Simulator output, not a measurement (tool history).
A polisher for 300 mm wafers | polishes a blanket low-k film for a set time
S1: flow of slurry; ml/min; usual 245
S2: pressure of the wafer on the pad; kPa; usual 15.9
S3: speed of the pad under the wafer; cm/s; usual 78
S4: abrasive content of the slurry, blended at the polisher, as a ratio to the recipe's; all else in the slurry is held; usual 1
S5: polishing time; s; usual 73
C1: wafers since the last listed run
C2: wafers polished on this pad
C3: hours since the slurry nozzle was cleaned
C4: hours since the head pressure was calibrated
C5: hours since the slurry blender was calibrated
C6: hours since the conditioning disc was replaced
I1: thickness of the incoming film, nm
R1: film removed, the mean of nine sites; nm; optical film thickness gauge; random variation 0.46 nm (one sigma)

{"run": 1, "hour": 0.0, "S1": 245, "S2": 15.9, "S3": 78, "S4": 1, "S5": 73, "C1": 0, "C2": 1656, "C3": 86, "C4": 350.5, "C5": 140.4, "C6": 219.6, "I1": 571.7, "R1": 30.9}
{"hour": 9.0, "done": "conditioning disc replaced and pad reconditioned"}
{"hour": 9.9, "done": "worn pad replaced by a new one"}
{"run": 2, "hour": 17.5, "S1": 245, "S2": 15.9, "S3": 78, "S4": 1, "S5": 73, "C1": 112, "C2": 58, "C3": 103.5, "C4": 368, "C5": 157.9, "C6": 8.5, "I1": 581.7, "R1": 30.8}
{"run": 3, "hour": 48.8, "S1": 245, "S2": 15.9, "S3": 78, "S4": 1, "S5": 73, "C1": 239, "C2": 297, "C3": 134.8, "C4": 399.3, "C5": 189.2, "C6": 39.8, "I1": 579.7, "R1": 30.9}
{"run": 4, "hour": 79.4, "S1": 245, "S2": 15.9, "S3": 78, "S4": 1, "S5": 73, "C1": 233, "C2": 531, "C3": 165.4, "C4": 429.9, "C5": 219.8, "C6": 70.4, "I1": 583.1, "R1": 30.4}
{"hour": 109.9, "done": "slurry blender recalibrated"}
{"run": 5, "hour": 110.9, "S1": 245, "S2": 15.9, "S3": 78, "S4": 1, "S5": 73, "C1": 225, "C2": 757, "C3": 196.9, "C4": 461.4, "C5": 1, "C6": 101.9, "I1": 581.5, "R1": 30.9}
{"run": 6, "hour": 126.7, "S1": 245, "S2": 15.9, "S3": 78, "S4": 1, "S5": 73, "C1": 120, "C2": 877, "C3": 212.7, "C4": 477.2, "C5": 16.8, "C6": 117.7, "I1": 567.8, "R1": 30.8}
{"run": 7, "hour": 139.3, "S1": 245, "S2": 15.9, "S3": 78, "S4": 1.1, "S5": 73, "C1": 96, "C2": 974, "C3": 225.3, "C4": 489.8, "C5": 29.4, "C6": 130.3, "I1": 574.6, "R1": 31.1}
{"hour": 160.9, "done": "slurry nozzle cleaned"}
{"run": 8, "hour": 173.8, "S1": 245, "S2": 15.9, "S3": 62, "S4": 1, "S5": 73, "C1": 256, "C2": 1230, "C3": 12.9, "C4": 524.3, "C5": 63.9, "C6": 164.8, "I1": 573.9, "R1": 25.3}
{"run": 9, "hour": 195.3, "S1": 245, "S2": 15.9, "S3": 78, "S4": 1, "S5": 73, "C1": 164, "C2": 1394, "C3": 34.4, "C4": 545.8, "C5": 85.4, "C6": 186.3, "I1": 587.5, "R1": 30.3}
{"hour": 220.8, "done": "worn pad replaced by a new one"}
{"run": 10, "hour": 221.3, "S1": 245, "S2": 15.9, "S3": 78, "S4": 0.75, "S5": 73, "C1": 168, "C2": 3, "C3": 60.4, "C4": 571.8, "C5": 111.4, "C6": 212.3, "I1": 588.1, "R1": 27.4}
{"hour": 249.3, "done": "conditioning disc replaced and pad reconditioned"}
{"run": 11, "hour": 252.5, "S1": 245, "S2": 12.4, "S3": 78, "S4": 1, "S5": 73, "C1": 223, "C2": 226, "C3": 91.6, "C4": 603, "C5": 142.6, "C6": 3.2, "I1": 587.3, "R1": 23.7}
{"run": 12, "hour": 282.5, "S1": 245, "S2": 15.9, "S3": 78, "S4": 1, "S5": 73, "C1": 229, "C2": 456, "C3": 121.6, "C4": 633, "C5": 172.6, "C6": 33.2, "I1": 586.5, "R1": 30.2}
{"run": 13, "hour": 301.0, "S1": 245, "S2": 20, "S3": 92, "S4": 1.3, "S5": 88, "C1": 141, "C2": 597, "C3": 140.1, "C4": 651.5, "C5": 191.1, "C6": 51.7, "I1": 570.3, "R1": 56.7}
{"run": 14, "hour": 320.7, "S1": 285, "S2": 15.9, "S3": 56, "S4": 1, "S5": 73, "C1": 150, "C2": 748, "C3": 159.8, "C4": 671.2, "C5": 210.8, "C6": 71.4, "I1": 578, "R1": 23.2}
{"run": 15, "hour": 339.5, "S1": 195, "S2": 15.9, "S3": 78, "S4": 1.25, "S5": 73, "C1": 143, "C2": 892, "C3": 178.6, "C4": 690, "C5": 229.6, "C6": 90.2, "I1": 581.3, "R1": 31.5}
{"run": 16, "hour": 358.3, "S1": 245, "S2": 11.7, "S3": 78, "S4": 1, "S5": 73, "C1": 143, "C2": 1035, "C3": 197.4, "C4": 708.8, "C5": 248.4, "C6": 109, "I1": 576.2, "R1": 23.6}
{"hour": 370.6, "done": "slurry blender recalibrated"}
{"hour": 375.2, "done": "slurry nozzle cleaned"}
{"hour": 445.8, "done": "worn pad replaced by a new one"}
{"hour": 455.7, "done": "head pressure recalibrated"}
{"run": 17, "hour": 461.2, "S1": 245, "S2": 17.9, "S3": 78, "S4": 1, "S5": 73, "C1": 717, "C2": 102, "C3": 86, "C4": 5.5, "C5": 90.6, "C6": 211.9, "I1": 580.1, "R1": 35.9}
{"run": 18, "hour": 492.3, "S1": 245, "S2": 11.7, "S3": 78, "S4": 1.15, "S5": 73, "C1": 237, "C2": 340, "C3": 117.1, "C4": 36.6, "C5": 121.7, "C6": 243, "I1": 581.6, "R1": 25.1}
{"hour": 501.3, "done": "conditioning disc replaced and pad reconditioned"}
{"run": 19, "hour": 508.9, "S1": 245, "S2": 20.7, "S3": 98, "S4": 1, "S5": 50, "C1": 111, "C2": 451, "C3": 133.7, "C4": 53.2, "C5": 138.3, "C6": 7.6, "I1": 578.2, "R1": 32.3}
{"run": 20, "hour": 541.4, "S1": 330, "S2": 15.9, "S3": 62, "S4": 1.3, "S5": 51, "C1": 248, "C2": 700, "C3": 166.2, "C4": 85.7, "C5": 170.8, "C6": 40.1, "I1": 578.6, "R1": 20.6}
{"run": 21, "hour": 568.7, "S1": 305, "S2": 15.9, "S3": 60, "S4": 1, "S5": 73, "C1": 208, "C2": 908, "C3": 193.5, "C4": 113, "C5": 198.1, "C6": 67.4, "I1": 577.2, "R1": 25.7}
{"hour": 574.3, "done": "slurry nozzle cleaned"}
{"hour": 593.2, "done": "slurry blender recalibrated"}
{"run": 22, "hour": 595.7, "S1": 245, "S2": 15.9, "S3": 78, "S4": 1.25, "S5": 73, "C1": 183, "C2": 1092, "C3": 21.4, "C4": 140, "C5": 2.5, "C6": 94.4, "I1": 590.9, "R1": 32.8}
{"run": 23, "hour": 628.6, "S1": 245, "S2": 21.4, "S3": 52, "S4": 1.1, "S5": 73, "C1": 251, "C2": 1343, "C3": 54.3, "C4": 172.9, "C5": 35.4, "C6": 127.3, "I1": 569.1, "R1": 30}
{"run": 24, "hour": 663.1, "S1": 245, "S2": 11.7, "S3": 78, "S4": 1.15, "S5": 73, "C1": 263, "C2": 1607, "C3": 88.8, "C4": 207.4, "C5": 69.9, "C6": 161.8, "I1": 575.5, "R1": 24.7}
{"hour": 672.4, "done": "worn pad replaced by a new one"}
{"run": 25, "hour": 697.5, "S1": 195, "S2": 13.1, "S3": 78, "S4": 1.15, "S5": 87, "C1": 232, "C2": 192, "C3": 123.2, "C4": 241.8, "C5": 104.3, "C6": 196.2, "I1": 577.2, "R1": 31.6}
{"run": 26, "hour": 723.5, "S1": 205, "S2": 15.9, "S3": 78, "S4": 1, "S5": 73, "C1": 198, "C2": 391, "C3": 149.2, "C4": 267.8, "C5": 130.3, "C6": 222.2, "I1": 575.2, "R1": 29.4}

Hidden state at the last listed run before each entry between runs and at the first one after, where it differs:
Between runs 1 and 2: conditioning disc replaced and pad reconditioned (hour 9); worn pad replaced by a new one (hour 9.9)
  deviation of the head's pressure from its setpoint, %: -5.16 -> -5.35
  measured less the result without the state, R1: -1.5 -> -1.5 nm
Between runs 4 and 5: slurry blender recalibrated (hour 109.9)
  deviation of the head's pressure from its setpoint, %: -5.97 -> -6.24
  measured less the result without the state, R1: -1.7 -> -1.8 nm
Between runs 7 and 8: slurry nozzle cleaned (hour 160.9)
  deviation of the head's pressure from its setpoint, %: -6.46 -> -6.71
  measured less the result without the state, R1: -1.9 -> -1.6 nm
Between runs 9 and 10: worn pad replaced by a new one (hour 220.8)
  deviation of the head's pressure from its setpoint, %: -6.84 -> -7
  measured less the result without the state, R1: -1.9 -> -1.8 nm
Between runs 10 and 11: conditioning disc replaced and pad reconditioned (hour 249.3)
  deviation of the head's pressure from its setpoint, %: -7 -> -7.17
  measured less the result without the state, R1: -1.8 -> -1.6 nm
Between runs 16 and 17: slurry blender recalibrated (hour 370.6); slurry nozzle cleaned (hour 375.2); worn pad replaced by a new one (hour 445.8); head pressure recalibrated (hour 455.7)
  deviation of the head's pressure from its setpoint, %: -7.63 -> -0.335
  measured less the result without the state, R1: -1.7 -> -0.1 nm
Between runs 18 and 19: conditioning disc replaced and pad reconditioned (hour 501.3)
  deviation of the head's pressure from its setpoint, %: -1.4 -> -1.93
  measured less the result without the state, R1: -0.3 -> -0.5 nm
Between runs 21 and 22: slurry nozzle cleaned (hour 574.3); slurry blender recalibrated (hour 593.2)
  deviation of the head's pressure from its setpoint, %: -3.6 -> -4.26
  measured less the result without the state, R1: -0.9 -> -1.3 nm
Between runs 24 and 25: worn pad replaced by a new one (hour 672.4)
  deviation of the head's pressure from its setpoint, %: -5.66 -> -6.27
  measured less the result without the state, R1: -1.3 -> -1.8 nm

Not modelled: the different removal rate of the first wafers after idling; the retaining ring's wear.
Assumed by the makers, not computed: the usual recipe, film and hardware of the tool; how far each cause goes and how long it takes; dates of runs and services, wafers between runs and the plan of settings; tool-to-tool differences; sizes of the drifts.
